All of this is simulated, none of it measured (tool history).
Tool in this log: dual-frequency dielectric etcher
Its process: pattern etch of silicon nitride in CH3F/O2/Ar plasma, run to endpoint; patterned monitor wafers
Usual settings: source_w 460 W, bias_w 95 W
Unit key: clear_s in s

run   hour  source_w  bias_w  incoming incoming film thickness, nm  clear_s
  1    0.0       460      95                                 37.75     45.6
  2   21.5       460      95                                 37.33     44.8
  3   46.0       460      95                                 37.98     46.1
  4   70.6       460      95                                 37.36     45.5
  5  105.7       460      95                                 37.38     45.6
  6  119.9       460      95                                 37.71     45.0
  7  141.1       460      95                                 37.68     45.3
  8  164.5       460      95                                 37.59     45.1
  9  193.8       460      95                                 37.37     44.7
 10  221.9       460      95                                 37.73     45.5
     241.5  -- bias power generator calibrated
 11  252.2       460      95                                 37.71     44.4
 12  281.3       360     110                                 37.62     45.0
     306.8  -- wet clean of the chamber
 13  314.9       570      72                                 37.49     48.9
 14  330.1       560      80                                 37.56     47.0
 15  361.3       540      95                                 38.06     44.9
 16  392.1       460      73                                 37.67     51.0
 17  417.4       350      85                                 37.66     52.4
     446.9  -- upper electrode replaced
 18  447.4       460      95                                 37.39     45.9
 19  457.1       390      77                                 37.44     52.5
 20  478.4       430     102                                 37.58     45.6
 21  510.3       490      84                                 37.65     46.7
 22  540.9       410     114                                 37.76     44.2
 23  571.2       460      73                                 37.95     50.8
     580.4  -- source power generator calibrated
 24  584.1       560      79                                 37.62     46.7
 25  611.0       460      72                                 38.12     51.9
 26  636.3       550     110                                 37.42     40.2
 27  666.1       370      95                                 37.78     48.5
 28  685.0       500     109                                 37.62     41.4
 29  708.6       360      79                                 37.76     51.8

Run 30, settings as shown, results not yet in. Your forecast:
     735.2  -- wet clean of the chamber
 30  738.1       350      83                                 38.03        ?

clear_s: 53.3 s
Take away the tool's hidden state, keep the run-to-run variation as it was, and the same run would have given clear_s 53.7 s.

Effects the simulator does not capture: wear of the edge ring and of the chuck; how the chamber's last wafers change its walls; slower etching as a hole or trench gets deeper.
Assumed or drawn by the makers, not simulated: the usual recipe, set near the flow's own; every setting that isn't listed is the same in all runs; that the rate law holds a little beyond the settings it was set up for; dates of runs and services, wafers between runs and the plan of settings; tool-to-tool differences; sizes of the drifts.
